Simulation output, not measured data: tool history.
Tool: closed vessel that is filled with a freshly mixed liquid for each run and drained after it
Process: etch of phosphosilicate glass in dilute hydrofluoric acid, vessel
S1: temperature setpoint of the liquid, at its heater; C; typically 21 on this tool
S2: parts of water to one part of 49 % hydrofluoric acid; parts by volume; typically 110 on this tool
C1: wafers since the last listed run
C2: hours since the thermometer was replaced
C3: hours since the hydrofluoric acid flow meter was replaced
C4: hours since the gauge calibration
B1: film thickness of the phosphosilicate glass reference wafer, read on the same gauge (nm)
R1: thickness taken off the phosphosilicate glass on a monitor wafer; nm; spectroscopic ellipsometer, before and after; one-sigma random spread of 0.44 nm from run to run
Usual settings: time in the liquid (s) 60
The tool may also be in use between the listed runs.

run 1 hour=0 | S1=21 S2=120 time_in_the_liquid_(s)=40 | C1=0 C2=1498.2 C3=1724.1 C4=647.3 | B1=49.99 | R1=32.33
run 2 hour=67.7 | S1=21 S2=120 time_in_the_liquid_(s)=40 | C1=9701 C2=1565.9 C3=1791.8 C4=715 | B1=50.03 | R1=33.36
run 3 hour=99.4 | S1=21 S2=110 time_in_the_liquid_(s)=35 | C1=4542 C2=1597.6 C3=1823.5 C4=746.7 | B1=49.99 | R1=32.14
run 4 hour=129.1 | S1=21 S2=110 time_in_the_liquid_(s)=60 | C1=4256 C2=1627.3 C3=1853.2 C4=776.4 | B1=50.02 | R1=55.08
run 5 hour=169.1 | S1=21 S2=110 time_in_the_liquid_(s)=60 | C1=5732 C2=1667.3 C3=1893.2 C4=816.4 | B1=49.97 | R1=55.41
run 6 hour=208.8 | S1=21 S2=110 time_in_the_liquid_(s)=60 | C1=5689 C2=1707 C3=1932.9 C4=856.1 | B1=50.02 | R1=55.57
run 7 hour=238 | S1=21 S2=110 time_in_the_liquid_(s)=85 | C1=4184 C2=1736.2 C3=1962.1 C4=885.3 | B1=50.01 | R1=76.89
run 8 hour=286.5 | S1=21 S2=110 time_in_the_liquid_(s)=85 | C1=6950 C2=1784.7 C3=2010.6 C4=933.8 | B1=50.04 | R1=79.4
run 9 hour=341 | S1=21 S2=110 time_in_the_liquid_(s)=60 | C1=7810 C2=1839.2 C3=2065.1 C4=988.3 | B1=49.97 | R1=55.59
-- hour=344.4 hydrofluoric acid flow meter replaced
run 10 hour=385.9 | S1=21 S2=110 time_in_the_liquid_(s)=60 | C1=6291 C2=1884.1 C3=41.5 C4=1033.2 | B1=49.98 | R1=50.19
run 11 hour=429.5 | S1=21 S2=110 time_in_the_liquid_(s)=60 | C1=6248 C2=1927.7 C3=85.1 C4=1076.8 | B1=50 | R1=49.74
run 12 hour=478.7 | S1=21 S2=110 time_in_the_liquid_(s)=60 | C1=7050 C2=1976.9 C3=134.3 C4=1126 | B1=50.02 | R1=50.94
run 13 hour=543.8 | S1=21 S2=155 time_in_the_liquid_(s)=60 | C1=9329 C2=2042 C3=199.4 C4=1191.1 | B1=50.05 | R1=34.16
run 14 hour=601 | S1=22.5 S2=110 time_in_the_liquid_(s)=75 | C1=8196 C2=2099.2 C3=256.6 C4=1248.3 | B1=50 | R1=67.65
run 15 hour=662.2 | S1=21 S2=110 time_in_the_liquid_(s)=70 | C1=8770 C2=2160.4 C3=317.8 C4=1309.5 | B1=49.98 | R1=60.56
-- hour=694 gauge calibrated
run 16 hour=710.7 | S1=21 S2=110 time_in_the_liquid_(s)=60 | C1=6950 C2=2208.9 C3=366.3 C4=16.7 | B1=50.01 | R1=51.88
run 17 hour=740.9 | S1=23.5 S2=130 time_in_the_liquid_(s)=90 | C1=4327 C2=2239.1 C3=396.5 C4=46.9 | B1=49.98 | R1=71.21
run 18 hour=808.6 | S1=17.5 S2=60 time_in_the_liquid_(s)=60 | C1=9701 C2=2306.8 C3=464.2 C4=114.6 | B1=49.98 | R1=87.85
-- hour=834.6 thermometer replaced
run 19 hour=869.5 | S1=24 S2=110 time_in_the_liquid_(s)=45 | C1=8583 C2=34.9 C3=525.1 C4=175.5 | B1=50.02 | R1=40.49
run 20 hour=938.7 | S1=18 S2=75 time_in_the_liquid_(s)=60 | C1=9916 C2=104.1 C3=594.3 C4=244.7 | B1=49.99 | R1=64.5
run 21 hour=1010.1 | S1=26 S2=110 time_in_the_liquid_(s)=60 | C1=10231 C2=175.5 C3=665.7 C4=316.1 | B1=50.04 | R1=59.65
run 22 hour=1078 | S1=23.5 S2=60 time_in_the_liquid_(s)=70 | C1=9730 C2=243.4 C3=733.6 C4=384 | B1=49.97 | R1=121.94
run 23 hour=1104.5 | S1=24 S2=110 time_in_the_liquid_(s)=45 | C1=3797 C2=269.9 C3=760.1 C4=410.5 | B1=49.97 | R1=41.9
run 24 hour=1138.9 | S1=25.5 S2=135 time_in_the_liquid_(s)=60 | C1=4929 C2=304.3 C3=794.5 C4=444.9 | B1=50 | R1=46.76
run 25 hour=1187.8 | S1=23.5 S2=130 time_in_the_liquid_(s)=90 | C1=7007 C2=353.2 C3=843.4 C4=493.8 | B1=49.99 | R1=67.4
run 26 hour=1230.3 | S1=21 S2=110 time_in_the_liquid_(s)=60 | C1=6090 C2=395.7 C3=885.9 C4=536.3 | B1=50.01 | R1=49.41
run 27 hour=1265 | S1=21 S2=110 time_in_the_liquid_(s)=60 | C1=4972 C2=430.4 C3=920.6 C4=571 | B1=49.99 | R1=50.52
run 28 hour=1312.1 | S1=21 S2=110 time_in_the_liquid_(s)=75 | C1=6749 C2=477.5 C3=967.7 C4=618.1 | B1=50.02 | R1=62.04
run 29 hour=1377.6 | S1=25.5 S2=135 time_in_the_liquid_(s)=60 | C1=9386 C2=543 C3=1033.2 C4=683.6 | B1=49.95 | R1=47.45
run 30 hour=1423.3 | S1=21 S2=110 time_in_the_liquid_(s)=60 | C1=6548 C2=588.7 C3=1078.9 C4=729.3 | B1=49.98 | R1=50.71
run 31 hour=1462.9 | S1=19.5 S2=70 time_in_the_liquid_(s)=85 | C1=5674 C2=628.3 C3=1118.5 C4=768.9 | B1=49.99 | R1=111.17

Each row is a separate what-if for the run after 31, all from the same tool condition, not one after another. Results?
run A hour=1463.6 | S1=21 S2=110 time_in_the_liquid_(s)=60 | C1=100 C2=629 C3=1119.2 C4=769.6 | B1=? | R1=?
run B hour=1463.6 | S1=17.5 S2=110 time_in_the_liquid_(s)=60 | C1=100 C2=629 C3=1119.2 C4=769.6 | B1=? | R1=?
run C hour=1463.6 | S1=19 S2=110 time_in_the_liquid_(s)=60 | C1=100 C2=629 C3=1119.2 C4=769.6 | B1=? | R1=?
run D hour=1463.6 | S1=17 S2=75 time_in_the_liquid_(s)=40 | C1=100 C2=629 C3=1119.2 C4=769.6 | B1=? | R1=?
run E hour=1463.6 | S1=21 S2=75 time_in_the_liquid_(s)=60 | C1=100 C2=629 C3=1119.2 C4=769.6 | B1=? | R1=?

run=A B1=49.97 R1=51.05
run=B B1=49.97 R1=44.24
run=C B1=49.97 R1=47.06
run=D B1=49.97 R1=43.91
run=E B1=49.97 R1=77.88
The same runs, with their run-to-run variation unchanged, on a tool lacking any hidden condition would have given:
run=A R1=46.14
run=B R1=39.96
run=C R1=42.52
run=D R1=39.7
run=E R1=70.47
